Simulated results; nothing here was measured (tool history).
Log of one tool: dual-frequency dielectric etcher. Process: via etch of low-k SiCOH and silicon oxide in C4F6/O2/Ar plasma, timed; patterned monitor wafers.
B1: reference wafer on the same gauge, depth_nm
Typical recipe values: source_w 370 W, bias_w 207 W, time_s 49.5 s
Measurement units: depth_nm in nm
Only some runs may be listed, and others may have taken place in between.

run 1 hour=0 | source_w=370 bias_w=207 time_s=49.5 | B1=113.9 | depth_nm=137.6
run 2 hour=21.6 | source_w=370 bias_w=207 time_s=49.5 | B1=114 | depth_nm=137.2
run 3 hour=56.6 | source_w=370 bias_w=207 time_s=49.5 | B1=114 | depth_nm=138.3
run 4 hour=83.3 | source_w=370 bias_w=207 time_s=49.5 | B1=113.9 | depth_nm=138.5
-- hour=127.7 upper electrode replaced
run 5 hour=128.2 | source_w=370 bias_w=207 time_s=49.5 | B1=113.9 | depth_nm=137.2
run 6 hour=129.4 | source_w=370 bias_w=207 time_s=49.5 | B1=114.1 | depth_nm=138.5
-- hour=174.7 wet clean of the chamber, repeated, since the last time left the tool worse
run 7 hour=175.2 | source_w=370 bias_w=207 time_s=49.5 | B1=113.8 | depth_nm=128.8
run 8 hour=181.4 | source_w=370 bias_w=207 time_s=49.5 | B1=114.2 | depth_nm=129.9
-- hour=192.8 source power generator calibrated
run 9 hour=204.5 | source_w=370 bias_w=207 time_s=49.5 | B1=114 | depth_nm=129.8
run 10 hour=221.4 | source_w=370 bias_w=207 time_s=49.5 | B1=114.2 | depth_nm=130
run 11 hour=248.1 | source_w=370 bias_w=207 time_s=49.5 | B1=114 | depth_nm=129.6
run 12 hour=268.2 | source_w=370 bias_w=169 time_s=49.5 | B1=113.8 | depth_nm=123.3
run 13 hour=290.4 | source_w=340 bias_w=177 time_s=49.5 | B1=113.9 | depth_nm=119.3
run 14 hour=325.2 | source_w=370 bias_w=207 time_s=49.5 | B1=113.9 | depth_nm=132.1
run 15 hour=350.1 | source_w=390 bias_w=191 time_s=58 | B1=113.8 | depth_nm=154.6
run 16 hour=368.3 | source_w=320 bias_w=251 time_s=63 | B1=114.1 | depth_nm=163
run 17 hour=383.2 | source_w=370 bias_w=207 time_s=49.5 | B1=114.1 | depth_nm=131.3
run 18 hour=433.4 | source_w=370 bias_w=207 time_s=40 | B1=113.8 | depth_nm=106.3
run 19 hour=464.2 | source_w=370 bias_w=207 time_s=49.5 | B1=114.1 | depth_nm=131.7
-- hour=479.4 gauge calibrated
run 20 hour=486.5 | source_w=310 bias_w=207 time_s=49.5 | B1=113.8 | depth_nm=120.4
-- hour=496.3 bias power generator calibrated
-- hour=527.1 wet clean of the chamber
run 21 hour=527.6 | source_w=370 bias_w=207 time_s=49.5 | B1=114 | depth_nm=130.2
run 22 hour=540.1 | source_w=370 bias_w=207 time_s=36.5 | B1=114 | depth_nm=96.6
run 23 hour=564.1 | source_w=280 bias_w=249 time_s=49.5 | B1=113.8 | depth_nm=116.4
run 24 hour=586.2 | source_w=370 bias_w=207 time_s=49.5 | B1=114.2 | depth_nm=131
run 25 hour=600 | source_w=370 bias_w=207 time_s=45.5 | B1=114.2 | depth_nm=119.9
run 26 hour=621.6 | source_w=370 bias_w=236 time_s=49.5 | B1=114 | depth_nm=136.3
run 27 hour=650.1 | source_w=430 bias_w=207 time_s=56 | B1=114.1 | depth_nm=161.3
run 28 hour=727.8 | source_w=370 bias_w=207 time_s=60.5 | B1=114.2 | depth_nm=161.5
run 29 hour=762.9 | source_w=370 bias_w=220 time_s=49.5 | B1=114 | depth_nm=134.2

Selected run-to-run steps in depth_nm, each split into two signed amounts: the part the tool would show with no hidden state at all (from settings, incoming material and random variation), and the remainder, which goes to the hidden state together with any gauge scatter not common to the measured and the hidden-state-free results:
The tool's hidden condition here consists of: etch rate over this chamber's usual, %; source power that arrives over what is set, %; bias power that arrives over what is set, %; gauge reads high (%).
Run 6 -> 7: wet clean of the chamber, repeated, since the last time left the tool worse. depth_nm -9.7 nm: hidden state -8.9, all else -0.8.
Run 16 -> 17: source_w 320 -> 370, bias_w 251 -> 207, time_s 63 -> 49.5. depth_nm -31.7 nm: hidden state -0.2, all else -31.5.
Run 20 -> 21: source_w 310 -> 370, bias power generator calibrated, wet clean of the chamber. depth_nm +9.8 nm: hidden state -2.2, all else +12.
Run 21 -> 22: time_s 49.5 -> 36.5. depth_nm -33.6 nm: hidden state +0.1, all else -33.7.
